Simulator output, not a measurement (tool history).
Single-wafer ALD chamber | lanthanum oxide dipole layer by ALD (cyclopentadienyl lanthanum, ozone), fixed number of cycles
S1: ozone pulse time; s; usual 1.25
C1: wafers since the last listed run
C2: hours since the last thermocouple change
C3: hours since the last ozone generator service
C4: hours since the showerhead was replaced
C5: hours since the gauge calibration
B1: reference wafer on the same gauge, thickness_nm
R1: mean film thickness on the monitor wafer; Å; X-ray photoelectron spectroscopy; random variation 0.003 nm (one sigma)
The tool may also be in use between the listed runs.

Run 1, hour 0: usual settings but S1 1.52 s; C1 0; C2 1495.3; C3 388; C4 2121.2; C5 771.1; B1 0.547. Result: R1 5.27 Å.
Run 2, hour 51.6: usual settings but S1 1.52 s; C1 659; C2 1546.9; C3 439.6; C4 2172.8; C5 822.7; B1 0.546. Result: R1 5.18 Å.
Run 3, hour 123.2: usual settings; C1 914; C2 1618.5; C3 511.2; C4 2244.4; C5 894.3; B1 0.547. Result: R1 5 Å.
Run 4, hour 185: usual settings but S1 1.39 s; C1 789; C2 1680.3; C3 573; C4 2306.2; C5 956.1; B1 0.547. Result: R1 5.12 Å.
Run 5, hour 214.8: usual settings but S1 1.39 s; C1 380; C2 1710.1; C3 602.8; C4 2336; C5 985.9; B1 0.547. Result: R1 5.1 Å.
Run 6, hour 272.7: usual settings; C1 739; C2 1768; C3 660.7; C4 2393.9; C5 1043.8; B1 0.547. Result: R1 5.03 Å.
Run 7, hour 424.9: usual settings; C1 1943; C2 1920.2; C3 812.9; C4 2546.1; C5 1196; B1 0.546. Result: R1 4.97 Å.
At hour 451.1: gauge calibrated.
Run 8, hour 469.1: usual settings but S1 1.46 s; C1 564; C2 1964.4; C3 857.1; C4 2590.3; C5 18; B1 0.547. Result: R1 5.18 Å.
Run 9, hour 509.2: usual settings but S1 1 s; C1 512; C2 2004.5; C3 897.2; C4 2630.4; C5 58.1; B1 0.547. Result: R1 4.62 Å.
Run 10, hour 545.8: usual settings but S1 1 s; C1 467; C2 2041.1; C3 933.8; C4 2667; C5 94.7; B1 0.546. Result: R1 4.66 Å.
At hour 586.3: showerhead replaced, of another model than before.
Run 11, hour 593.7: usual settings but S1 1.6 s; C1 509; C2 2089; C3 981.7; C4 7.4; C5 142.6; B1 0.548. Result: R1 5.33 Å.
Run 12, hour 618.6: usual settings but S1 1.6 s; C1 318; C2 2113.9; C3 1006.6; C4 32.3; C5 167.5; B1 0.548. Result: R1 5.26 Å.
Run 13, hour 683.3: usual settings but S1 1.6 s; C1 826; C2 2178.6; C3 1071.3; C4 97; C5 232.2; B1 0.546. Result: R1 5.25 Å.
Run 14, hour 714.2: usual settings but S1 0.98 s; C1 394; C2 2209.5; C3 1102.2; C4 127.9; C5 263.1; B1 0.547. Result: R1 3.98 Å.
Run 15, hour 779.7: usual settings; C1 836; C2 2275; C3 1167.7; C4 193.4; C5 328.6; B1 0.547. Result: R1 4.77 Å.
Run 16, hour 873.6: usual settings but S1 1.01 s; C1 1199; C2 2368.9; C3 1261.6; C4 287.3; C5 422.5; B1 0.546. Result: R1 4.05 Å.
At hour 908.8: thermocouple changed; heater temperature recalibrated.
Run 17, hour 909.3: usual settings; C1 353; C2 0.5; C3 1297.3; C4 323; C5 458.2; B1 0.547. Result: R1 4.7 Å.
Run 18, hour 953.3: usual settings but S1 1.55 s; C1 561; C2 44.5; C3 1341.3; C4 367; C5 502.2; B1 0.547. Result: R1 5.18 Å.
At hour 978: ozone generator serviced.
Run 19, hour 989.6: usual settings but S1 1.67 s; C1 361; C2 80.8; C3 11.6; C4 403.3; C5 538.5; B1 0.547. Result: R1 5.39 Å.
Run 20, hour 1026.3: usual settings; C1 468; C2 117.5; C3 48.3; C4 440; C5 575.2; B1 0.548. Result: R1 5.07 Å.
Run 21, hour 1093: usual settings but S1 0.99 s; C1 851; C2 184.2; C3 115; C4 506.7; C5 641.9; B1 0.547. Result: R1 4.31 Å.
Run 22, hour 1138.6: usual settings but S1 0.87 s; C1 582; C2 229.8; C3 160.6; C4 552.3; C5 687.5; B1 0.546. Result: R1 3.76 Å.
Run 23, hour 1168.2: usual settings but S1 1.03 s; C1 378; C2 259.4; C3 190.2; C4 581.9; C5 717.1; B1 0.546. Result: R1 4.42 Å.
Run 24, hour 1209.3: usual settings but S1 0.75 s; C1 524; C2 300.5; C3 231.3; C4 623; C5 758.2; B1 0.548. Result: R1 3.01 Å.
Run 25, hour 1257.8: usual settings; C1 619; C2 349; C3 279.8; C4 671.5; C5 806.7; B1 0.547. Result: R1 4.95 Å.
Run 26, hour 1326.2: usual settings but S1 1 s; C1 873; C2 417.4; C3 348.2; C4 739.9; C5 875.1; B1 0.546. Result: R1 4.2 Å.
Run 27, hour 1369.9: usual settings; C1 558; C2 461.1; C3 391.9; C4 783.6; C5 918.8; B1 0.548. Result: R1 4.83 Å.
Run 28, hour 1438.7: usual settings but S1 1.38 s; C1 878; C2 529.9; C3 460.7; C4 852.4; C5 987.6; B1 0.548. Result: R1 5.01 Å.

4 ways to go on from here, each from the tool as it stands after run 28. What would each give?
Run A, hour 1439.1: usual settings but S1 1.68 s; C1 5; C2 530.3; C3 461.1; C4 852.8; C5 988; B1 ?. Result: R1 ?.
Run B, hour 1439.1: usual settings but S1 0.77 s; C1 5; C2 530.3; C3 461.1; C4 852.8; C5 988; B1 ?. Result: R1 ?.
Run C, hour 1439.1: usual settings but S1 0.94 s; C1 5; C2 530.3; C3 461.1; C4 852.8; C5 988; B1 ?. Result: R1 ?.
Run D, hour 1439.1: usual settings but S1 1.57 s; C1 5; C2 530.3; C3 461.1; C4 852.8; C5 988; B1 ?. Result: R1 ?.

run     B1    R1
  A  0.548  5.41
  B  0.548  3.05
  C  0.548  3.95
  D  0.548  5.32
Without the tool's hidden state the same runs would have given:
run    R1
  A  5.57
  B  3.56
  C  4.45
  D  5.52
